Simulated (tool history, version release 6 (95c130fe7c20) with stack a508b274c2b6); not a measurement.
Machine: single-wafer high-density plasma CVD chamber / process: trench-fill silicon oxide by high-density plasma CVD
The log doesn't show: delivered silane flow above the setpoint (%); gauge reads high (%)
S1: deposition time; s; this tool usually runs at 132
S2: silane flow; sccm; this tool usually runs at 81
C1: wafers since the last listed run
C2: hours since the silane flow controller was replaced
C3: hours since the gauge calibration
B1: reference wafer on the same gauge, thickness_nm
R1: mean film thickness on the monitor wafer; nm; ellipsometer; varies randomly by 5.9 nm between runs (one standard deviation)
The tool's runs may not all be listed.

run,day,S1,S2,C1,C2,C3,B1,R1
1,0.000,132,75,0,1736.2,47.9,1178.302,1009.884
2,3.833,132,81,866,1828.2,139.9,1178.774,1105.300
3,7.512,132,81,831,1916.5,228.2,1179.644,1102.925
4,9.533,132,81,456,1965.0,276.7,1180.420,1105.966
5,12.717,119,81,719,2041.4,353.1,1179.335,994.227
6,16.650,119,81,889,2135.8,447.5,1180.455,1006.087
7,19.554,122,75,656,2205.5,517.2,1179.316,948.000
8,21.967,122,75,545,2263.4,575.1,1179.974,950.091
# day 23.892: gauge calibrated
9,23.942,158,74,446,2310.8,1.2,1182.429,1212.692
10,26.167,132,86,503,2364.2,54.6,1180.391,1185.519
11,28.550,145,69,538,2421.4,111.8,1180.356,1045.663
# day 31.500: silane flow controller replaced
12,32.367,132,95,787,20.8,203.4,1179.666,1222.371
13,36.592,132,81,955,122.2,304.8,1179.322,1040.566
14,39.842,132,81,734,200.2,382.8,1179.070,1053.676
15,43.508,123,95,828,288.2,470.8,1180.063,1146.134
16,46.383,125,81,649,357.2,539.8,1179.921,998.963
17,47.962,108,97,357,395.1,577.7,1178.708,1033.036

5 ways to go on from here, each from the tool as it stands after run 17. What would each give?
A,47.979,132,81,3,395.5,578.1,?,?
B,47.979,132,68,3,395.5,578.1,?,?
C,47.979,146,81,3,395.5,578.1,?,?
D,47.979,108,71,3,395.5,578.1,?,?
E,47.979,112,89,3,395.5,578.1,?,?

run,B1,R1
A,1180.498,1058.676
B,1180.498,888.765
C,1180.498,1170.960
D,1180.498,759.252
E,1180.498,986.989
With the hidden condition removed and each run's random variation left untouched, the same runs would have given:
run,R1
A,1063.680
B,892.966
C,1176.495
D,762.841
E,991.654
